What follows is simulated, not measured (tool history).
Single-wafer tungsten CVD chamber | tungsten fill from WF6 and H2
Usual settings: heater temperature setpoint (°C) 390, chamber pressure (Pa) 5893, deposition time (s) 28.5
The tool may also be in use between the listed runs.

run,day,heater temperature setpoint (°C),chamber pressure (Pa),deposition time (s),wafers since the last listed run,hours since the last thermocouple change,hours since the last manometer calibration,hours since the showerhead was replaced,hours since the gauge calibration,"read-back reference wafer on the same gauge, thickness_nm",mean film thickness on the monitor wafer (angstrom)
1,0.000,390,5893,28.5,0,1189.8,717.7,2682.5,617.0,98.381,919.99
2,3.892,390,4866,28.5,2854,1283.2,811.1,2775.9,710.4,98.496,838.37
3,7.308,390,4866,28.5,2506,1365.2,893.1,2857.9,792.4,98.661,834.34
4,10.938,401,5893,28.5,2661,1452.3,980.2,2945.0,879.5,98.484,1156.54
5,13.612,401,5893,28.5,1962,1516.5,1044.4,3009.2,943.7,98.696,1142.17
6,15.633,401,5893,28.5,1482,1565.0,1092.9,3057.7,992.2,98.650,1133.83
7,17.408,393,5893,28.5,1301,1607.6,1135.5,3100.3,1034.8,98.499,956.14
8,19.667,393,5893,28.5,1656,1661.8,1189.7,3154.5,1089.0,98.508,959.77
# day 21.812: capacitance manometer re-zeroed and calibrated
9,21.979,393,5893,28.5,1451,1717.3,4.0,3210.0,1144.5,98.582,1016.48
# day 22.342: showerhead replaced
10,24.096,390,5893,28.5,1308,1768.1,54.8,42.1,1195.3,98.490,954.04
11,28.317,390,7279,28.5,3095,1869.4,156.1,143.4,1296.6,98.451,1052.30
12,30.196,390,5893,28.5,1378,1914.5,201.2,188.5,1341.7,98.357,949.48
13,34.558,400,5333,28.5,3199,2019.2,305.9,293.2,1446.4,98.445,1120.13
# day 36.617: thermocouple changed; heater temperature recalibrated
14,38.225,386,5893,28.5,2444,38.6,393.9,381.2,1534.4,98.453,800.66
# day 41.829: gauge calibrated
15,51.104,381,7186,28.5,9446,347.7,703.0,690.3,222.6,98.448,796.80
16,52.771,393,5893,28.5,1222,387.7,743.0,730.3,262.6,98.514,944.36
17,56.358,390,5893,30.1,2631,473.8,829.1,816.4,348.7,98.272,931.17
18,58.200,383,7293,22.9,1350,518.0,873.3,860.6,392.9,98.496,675.65

Hidden state or all else? Some run-to-run changes of mean film thickness on the monitor wafer (angstrom), split into what the settings, what came in and random variation would give without the hidden state, and what is left for the hidden state (with any gauge scatter that isn't in both results):
The hidden state here: wafer temperature above the value expected at the setpoint (K); true pressure above the setpoint (%); gauge reads high (%).
Run 3 -> 4: heater temperature setpoint (°C) 390 -> 401, chamber pressure (Pa) 4866 -> 5893. mean film thickness on the monitor wafer (angstrom) +322.20: hidden state +2.89, all else +319.31.
Run 13 -> 14: heater temperature setpoint (°C) 400 -> 386, chamber pressure (Pa) 5333 -> 5893, thermocouple changed; heater temperature recalibrated. mean film thickness on the monitor wafer (angstrom) -319.47: hidden state -83.29, all else -236.18.
